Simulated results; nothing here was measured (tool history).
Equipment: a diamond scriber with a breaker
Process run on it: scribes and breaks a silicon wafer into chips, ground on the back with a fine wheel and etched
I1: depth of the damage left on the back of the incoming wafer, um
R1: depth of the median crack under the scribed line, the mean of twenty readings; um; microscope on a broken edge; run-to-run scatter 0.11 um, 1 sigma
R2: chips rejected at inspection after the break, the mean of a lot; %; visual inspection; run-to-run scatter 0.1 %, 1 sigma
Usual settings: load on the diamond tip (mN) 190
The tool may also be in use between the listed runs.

Run 1, day 0.000: usual settings but load on the diamond tip (mN) 170; I1 0.60. Result: R1 8.69 um, R2 2.99 %.
Run 2, day 2.483: usual settings but load on the diamond tip (mN) 170; I1 0.43. Result: R1 8.69 um, R2 2.78 %.
Run 3, day 4.304: usual settings but load on the diamond tip (mN) 170; I1 0.48. Result: R1 8.77 um, R2 2.98 %.
Run 4, day 6.354: usual settings; I1 0.59. Result: R1 9.78 um, R2 1.66 %.
Run 5, day 8.396: usual settings; I1 0.65. Result: R1 9.80 um, R2 1.77 %.
Run 6, day 10.258: usual settings; I1 0.71. Result: R1 10.00 um, R2 1.52 %.
Run 7, day 11.633: usual settings; I1 0.74. Result: R1 9.97 um, R2 1.51 %.
Run 8, day 13.983: usual settings but load on the diamond tip (mN) 220; I1 0.57. Result: R1 11.52 um, R2 4.86 %.
Run 9, day 16.146: usual settings but load on the diamond tip (mN) 220; I1 0.44. Result: R1 11.50 um, R2 5.39 %.
Run 10, day 18.042: usual settings but load on the diamond tip (mN) 220; I1 0.70. Result: R1 11.45 um, R2 4.49 %.
Run 11, day 20.483: usual settings; I1 0.57. Result: R1 10.16 um, R2 1.67 %.
Run 12, day 22.683: usual settings; I1 0.77. Result: R1 10.04 um, R2 1.80 %.
Run 13, day 25.229: usual settings; I1 0.49. Result: R1 10.10 um, R2 1.72 %.
Run 14, day 27.579: usual settings; I1 0.51. Result: R1 10.13 um, R2 1.61 %.
Run 15, day 30.533: usual settings but load on the diamond tip (mN) 142; I1 0.58. Result: R1 7.36 um, R2 11.94 %.
Run 16, day 32.596: usual settings; I1 0.48. Result: R1 10.30 um, R2 1.87 %.
At day 34.742: diamond tip replaced by a new one.
Run 17, day 34.783: usual settings but load on the diamond tip (mN) 135; I1 0.77. Result: R1 7.39 um, R2 12.28 %.
Run 18, day 36.375: usual settings but load on the diamond tip (mN) 134; I1 0.36. Result: R1 7.27 um, R2 12.91 %.
Run 19, day 39.021: usual settings but load on the diamond tip (mN) 141; I1 0.77. Result: R1 7.58 um, R2 7.99 %.
Run 20, day 40.162: usual settings but load on the diamond tip (mN) 149; I1 0.75. Result: R1 8.20 um, R2 4.73 %.
Run 21, day 42.225: usual settings but load on the diamond tip (mN) 211; I1 0.78. Result: R1 12.01 um, R2 6.65 %.
At day 48.179: load on the tip recalibrated.
Run 22, day 50.083: usual settings but load on the diamond tip (mN) 168; I1 0.38. Result: R1 8.45 um, R2 4.40 %.
Run 23, day 52.925: usual settings; I1 0.68. Result: R1 9.33 um, R2 1.74 %.
Run 24, day 55.533: usual settings but load on the diamond tip (mN) 230; I1 0.64. Result: R1 11.54 um, R2 5.15 %.
Run 25, day 57.196: usual settings but load on the diamond tip (mN) 214; I1 0.73. Result: R1 10.75 um, R2 2.91 %.
Run 26, day 58.483: usual settings but load on the diamond tip (mN) 145; I1 0.72. Result: R1 7.13 um, R2 12.20 %.
Run 27, day 65.654: usual settings but load on the diamond tip (mN) 238; I1 0.58. Result: R1 12.03 um, R2 8.25 %.
Run 28, day 67.533: usual settings; I1 0.65. Result: R1 9.77 um, R2 1.52 %.

4 options for the next run, each taken on its own from the tool as it stands now. Forecast them:
Run A, day 67.558: usual settings; I1 0.52. Result: R1 ?, R2 ?.
Run B, day 67.558: usual settings but load on the diamond tip (mN) 212; I1 0.52. Result: R1 ?, R2 ?.
Run C, day 67.558: usual settings but load on the diamond tip (mN) 234; I1 0.52. Result: R1 ?, R2 ?.
Run D, day 67.558: usual settings but load on the diamond tip (mN) 162; I1 0.52. Result: R1 ?, R2 ?.

run     R1    R2
  A   9.72  1.57
  B  10.83  3.22
  C  11.88  7.07
  D   8.21  5.29
Without the tool's hidden state the same runs would have given:
run     R1    R2
  A   9.70  1.57
  B  10.80  3.15
  C  11.85  6.94
  D   8.19  5.40
